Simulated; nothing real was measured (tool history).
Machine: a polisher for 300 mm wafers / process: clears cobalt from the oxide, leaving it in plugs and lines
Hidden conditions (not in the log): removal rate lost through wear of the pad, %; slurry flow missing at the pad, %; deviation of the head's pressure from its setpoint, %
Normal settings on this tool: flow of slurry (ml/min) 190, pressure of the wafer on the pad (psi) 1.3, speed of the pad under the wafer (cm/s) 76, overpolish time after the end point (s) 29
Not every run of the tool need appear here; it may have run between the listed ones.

run,hour,flow of slurry (ml/min),pressure of the wafer on the pad (psi),speed of the pad under the wafer (cm/s),overpolish time after the end point (s),wafers since the last listed run,wafers polished on this pad,hours since the slurry nozzle was cleaned,hours since the head pressure was calibrated,"incoming thickness of the incoming film, nm",time until the end point was called (s),dishing of a wide line in a test structure (nm)
1,0.0,210,1.3,76,29,0,532,651.9,816.3,269.8,148.9,15.3
# hour 10.1: worn pad replaced by a new one
2,10.6,140,1.3,76,29,57,4,662.5,826.9,265.3,137.3,15.2
3,16.8,140,1.3,76,29,54,58,668.7,833.1,273.8,147.1,15.4
4,25.0,140,1.3,76,29,71,129,676.9,841.3,273.8,146.8,15.5
5,41.4,190,1.3,76,39,142,272,693.3,857.7,274.1,143.4,15.7
6,57.1,190,1.3,76,39,136,409,709.0,873.4,272.6,146.5,15.6
7,67.2,190,1.3,76,39,87,497,719.1,883.5,267.9,147.8,15.9
# hour 71.5: worn pad replaced by a new one
# hour 80.4: slurry nozzle cleaned
8,80.9,190,1.3,76,29,75,72,0.5,897.2,270.1,135.0,15.7
9,96.5,190,1.5,76,29,135,208,16.1,912.8,272.0,121.9,15.6
10,109.1,170,1.3,52,29,109,318,28.7,925.4,264.2,181.3,14.7
11,123.5,190,1.3,76,29,125,443,43.1,939.8,273.6,153.0,15.5
12,129.9,215,1.2,76,14,55,499,49.5,946.2,271.9,164.1,12.2
# hour 133.9: worn pad replaced by a new one, of another model than before
# hour 140.6: head pressure recalibrated
13,141.1,145,1.1,76,29,45,44,60.7,0.5,265.9,148.4,14.7
14,152.2,125,1.3,64,45,96,141,71.8,11.6,272.5,157.6,15.9
15,159.9,190,1.3,76,29,67,208,79.5,19.3,268.8,141.1,14.9
16,176.9,145,1.1,76,29,148,356,96.5,36.3,267.5,163.3,15.0
17,188.8,240,0.9,88,19,103,460,108.4,48.2,268.0,163.3,13.5

Entry by entry between the runs, the difference in hidden state between the last listed run before and the first listed run after:
Runs 1 to 2: worn pad replaced by a new one (hour 10.1)
  removal rate lost through wear of the pad, %: 12.3 -> 0.231
  the result without the hidden state subtracted from the measured one, time until the end point was called (s): +18.3 -> +0.3; dishing of a wide line in a test structure (nm): -0.2 -> +0.0
Runs 7 to 8: worn pad replaced by a new one (hour 71.5); slurry nozzle cleaned (hour 80.4)
  removal rate lost through wear of the pad, %: 11 -> 3.12
  the result without the hidden state subtracted from the measured one, time until the end point was called (s): +16.2 -> +4.2; dishing of a wide line in a test structure (nm): -0.1 -> +0.0
Runs 12 to 13: worn pad replaced by a new one, of another model than before (hour 133.9); head pressure recalibrated (hour 140.6)
  removal rate lost through wear of the pad, %: 12.4 -> 2.02
  the result without the hidden state subtracted from the measured one, time until the end point was called (s): +20.4 -> +3.0; dishing of a wide line in a test structure (nm): -0.8 -> -0.1
